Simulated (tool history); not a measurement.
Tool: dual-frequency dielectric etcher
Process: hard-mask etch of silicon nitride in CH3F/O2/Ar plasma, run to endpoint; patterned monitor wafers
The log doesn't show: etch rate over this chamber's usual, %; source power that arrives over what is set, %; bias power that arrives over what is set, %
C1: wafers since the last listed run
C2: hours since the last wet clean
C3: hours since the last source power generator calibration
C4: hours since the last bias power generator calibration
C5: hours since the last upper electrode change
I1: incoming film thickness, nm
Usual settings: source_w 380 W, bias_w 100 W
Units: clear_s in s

Run 1, hour 0: usual settings but source_w 340 W, bias_w 106 W; C1 0; C2 489.6; C3 1375.4; C4 2969.1; C5 4544.7; I1 30.98. Result: clear_s 44.2 s.
Run 2, hour 70.5: usual settings but source_w 340 W, bias_w 106 W; C1 803; C2 560.1; C3 1445.9; C4 3039.6; C5 4615.2; I1 31.01. Result: clear_s 44.5 s.
At hour 192.1: wet clean of the chamber.
Run 3, hour 192.6: usual settings but source_w 340 W, bias_w 106 W; C1 1118; C2 0.5; C3 1568; C4 3161.7; C5 4737.3; I1 31.07. Result: clear_s 42.3 s.
Run 4, hour 212: usual settings; C1 221; C2 19.9; C3 1587.4; C4 3181.1; C5 4756.7; I1 30.98. Result: clear_s 41.8 s.
Run 5, hour 313.7: usual settings; C1 1159; C2 121.6; C3 1689.1; C4 3282.8; C5 4858.4; I1 30.87. Result: clear_s 42.1 s.
Run 6, hour 382.3: usual settings; C1 781; C2 190.2; C3 1757.7; C4 3351.4; C5 4927; I1 30.9. Result: clear_s 42.6 s.
At hour 485.4: upper electrode replaced.
Run 7, hour 485.9: usual settings; C1 907; C2 293.8; C3 1861.3; C4 3455; C5 0.5; I1 31.16. Result: clear_s 43.1 s.
At hour 507.2: source power generator calibrated.
Run 8, hour 565.2: usual settings; C1 858; C2 373.1; C3 58; C4 3534.3; C5 79.8; I1 30.76. Result: clear_s 43.1 s.
At hour 794.1: wet clean of the chamber.
Run 9, hour 794.6: usual settings; C1 2341; C2 0.5; C3 287.4; C4 3763.7; C5 309.2; I1 30.94. Result: clear_s 41.5 s.
Run 10, hour 870.5: usual settings; C1 865; C2 76.4; C3 363.3; C4 3839.6; C5 385.1; I1 30.99. Result: clear_s 41.5 s.
Run 11, hour 952: usual settings but source_w 440 W; C1 928; C2 157.9; C3 444.8; C4 3921.1; C5 466.6; I1 31.37. Result: clear_s 40.6 s.
Run 12, hour 1010.4: usual settings but source_w 440 W; C1 665; C2 216.3; C3 503.2; C4 3979.5; C5 525; I1 31.24. Result: clear_s 41 s.
Run 13, hour 1051: usual settings but source_w 340 W, bias_w 91 W; C1 462; C2 256.9; C3 543.8; C4 4020.1; C5 565.6; I1 31.19. Result: clear_s 45.8 s.
At hour 1087.5: bias power generator calibrated.
Run 14, hour 1094.4: usual settings but source_w 410 W, bias_w 110 W; C1 449; C2 300.3; C3 587.2; C4 6.9; C5 609; I1 30.8. Result: clear_s 39.5 s.
Run 15, hour 1149.2: usual settings but source_w 450 W, bias_w 92 W; C1 624; C2 355.1; C3 642; C4 61.7; C5 663.8; I1 30.76. Result: clear_s 41.3 s.
Run 16, hour 1206.9: usual settings but source_w 310 W, bias_w 117 W; C1 657; C2 412.8; C3 699.7; C4 119.4; C5 721.5; I1 30.86. Result: clear_s 43.4 s.
Run 17, hour 1302.9: usual settings; C1 1094; C2 508.8; C3 795.7; C4 215.4; C5 817.5; I1 30.89. Result: clear_s 43.4 s.
Run 18, hour 1344.9: usual settings but source_w 450 W, bias_w 106 W; C1 478; C2 550.8; C3 837.7; C4 257.4; C5 859.5; I1 31.29. Result: clear_s 40.8 s.
At hour 1383.4: wet clean of the chamber.
Run 19, hour 1390.9: usual settings but bias_w 117 W; C1 250; C2 7.5; C3 883.7; C4 303.4; C5 905.5; I1 30.61. Result: clear_s 39 s.
Run 20, hour 1494.4: usual settings but source_w 280 W; C1 1179; C2 111; C3 987.2; C4 406.9; C5 1009; I1 31.05. Result: clear_s 46.3 s.
Run 21, hour 1549.7: usual settings; C1 630; C2 166.3; C3 1042.5; C4 462.2; C5 1064.3; I1 30.72. Result: clear_s 42 s.
Run 22, hour 1621.9: usual settings; C1 822; C2 238.5; C3 1114.7; C4 534.4; C5 1136.5; I1 30.96. Result: clear_s 42.7 s.
Run 23, hour 1927: usual settings but source_w 350 W, bias_w 120 W; C1 3477; C2 543.6; C3 1419.8; C4 839.5; C5 1441.6; I1 30.7. Result: clear_s 41.2 s.
Run 24, hour 1974.6: usual settings but source_w 320 W, bias_w 84 W; C1 542; C2 591.2; C3 1467.4; C4 887.1; C5 1489.2; I1 30.91. Result: clear_s 49.7 s.
At hour 2050.8: wet clean of the chamber.
Run 25, hour 2073.6: usual settings; C1 854; C2 22.8; C3 1566.4; C4 986.1; C5 1588.2; I1 30.85. Result: clear_s 41.9 s.
Run 26, hour 2123.5: usual settings but source_w 340 W, bias_w 125 W; C1 568; C2 72.7; C3 1616.3; C4 1036; C5 1638.1; I1 30.83. Result: clear_s 39.5 s.
Run 27, hour 2172.3: usual settings but bias_w 117 W; C1 556; C2 121.5; C3 1665.1; C4 1084.8; C5 1686.9; I1 31.24. Result: clear_s 40 s.
Run 28, hour 2212.7: usual settings but source_w 420 W, bias_w 84 W; C1 460; C2 161.9; C3 1705.5; C4 1125.2; C5 1727.3; I1 30.67. Result: clear_s 44.1 s.
Run 29, hour 2275.4: usual settings; C1 714; C2 224.6; C3 1768.2; C4 1187.9; C5 1790; I1 31.03. Result: clear_s 43 s.
Run 30, hour 2377.7: usual settings but source_w 470 W, bias_w 94 W; C1 1165; C2 326.9; C3 1870.5; C4 1290.2; C5 1892.3; I1 31.08. Result: clear_s 41.4 s.
Run 31, hour 2426.1: usual settings but bias_w 87 W; C1 551; C2 375.3; C3 1918.9; C4 1338.6; C5 1940.7; I1 30.74. Result: clear_s 45.5 s.
Run 32, hour 2463: usual settings but source_w 460 W, bias_w 122 W; C1 420; C2 412.2; C3 1955.8; C4 1375.5; C5 1977.6; I1 30.72. Result: clear_s 36.9 s.
At hour 2482.3: source power generator calibrated.
Run 33, hour 2551: usual settings; C1 957; C2 500.2; C3 68.7; C4 1463.5; C5 2065.6; I1 30.9. Result: clear_s 43.5 s.
Run 34, hour 2620.1: usual settings but source_w 330 W, bias_w 90 W; C1 787; C2 569.3; C3 137.8; C4 1532.6; C5 2134.7; I1 30.97. Result: clear_s 47.6 s.

Hidden state at the last listed run before each entry between runs and at the first one after, where it differs:
Between runs 2 and 3: wet clean of the chamber (hour 192.1)
  etch rate over this chamber's usual, %: -4.32 -> -0.552
  measured less the result without the state, clear_s: +2 -> +0.2 s
Between runs 6 and 7: upper electrode replaced (hour 485.4)
  etch rate over this chamber's usual, %: -2.06 -> -2.88
  measured less the result without the state, clear_s: +0.9 -> +1.3 s
Between runs 7 and 8: source power generator calibrated (hour 507.2)
  etch rate over this chamber's usual, %: -2.88 -> -3.51
  measured less the result without the state, clear_s: +1.3 -> +1.5 s
Between runs 8 and 9: wet clean of the chamber (hour 794.1)
  etch rate over this chamber's usual, %: -3.51 -> 0.32
  measured less the result without the state, clear_s: +1.5 -> -0.2 s
Between runs 13 and 14: bias power generator calibrated (hour 1087.5)
  etch rate over this chamber's usual, %: -1.72 -> -2.06
  measured less the result without the state, clear_s: +0.8 -> +0.8 s
Between runs 18 and 19: wet clean of the chamber (hour 1383.4)
  etch rate over this chamber's usual, %: -4.05 -> -0.267
  measured less the result without the state, clear_s: +1.6 -> +0.1 s
Between runs 24 and 25: wet clean of the chamber (hour 2050.8)
  etch rate over this chamber's usual, %: -4.9 -> -0.596
  measured less the result without the state, clear_s: +2.5 -> +0.2 s
Between runs 32 and 33: source power generator calibrated (hour 2482.3)
  etch rate over this chamber's usual, %: -3.69 -> -4.39
  measured less the result without the state, clear_s: +1.4 -> +1.9 s
